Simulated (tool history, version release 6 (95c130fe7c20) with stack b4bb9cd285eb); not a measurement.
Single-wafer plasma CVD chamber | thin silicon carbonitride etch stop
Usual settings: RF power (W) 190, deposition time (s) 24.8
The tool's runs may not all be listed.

run     day  RF power (W)  deposition time (s)  read-back reference wafer on the same gauge, thickness_nm  mean film thickness on the monitor wafer (Å)
  1       0           190                 24.8                                                     11.303                                         135.3
  2   3.958           190                 24.8                                                     11.298                                        135.64
  3   9.388           190                 24.8                                                     11.308                                        135.21
  4  11.896           190                 24.8                                                     11.293                                        136.09
  5  15.446           160                 24.8                                                     11.302                                        129.53
  6  17.492           190                 24.8                                                     11.308                                        135.45
  7  19.483           190                 24.8                                                     11.281                                        136.22
  8    22.8           190                 21.2                                                     11.303                                        115.87
     25.279  -- thermocouple changed; heater temperature recalibrated
  9  26.967           190                 21.2                                                     11.305                                        116.61
 10  28.583           210                 24.8                                                     11.284                                        139.12
 11  32.521           190                 24.8                                                     11.319                                        135.48
     35.467  -- showerhead replaced
 12  36.962           190                 24.8                                                     11.301                                        135.91
 13  40.012           190                 21.2                                                     11.308                                        115.97
 14  44.204           170                 29.5                                                     11.301                                        157.31
     47.638  -- RF generator calibrated
 15  48.279           155                 20.5                                                     11.302                                        106.62

Forecast run 16:
 16  51.662           190                 24.8                                                          ?                                             ?

read-back reference wafer on the same gauge, thickness_nm: 11.295
mean film thickness on the monitor wafer (Å): 135.75
Without the tool's hidden state the same run would have given mean film thickness on the monitor wafer (Å) 135.75.
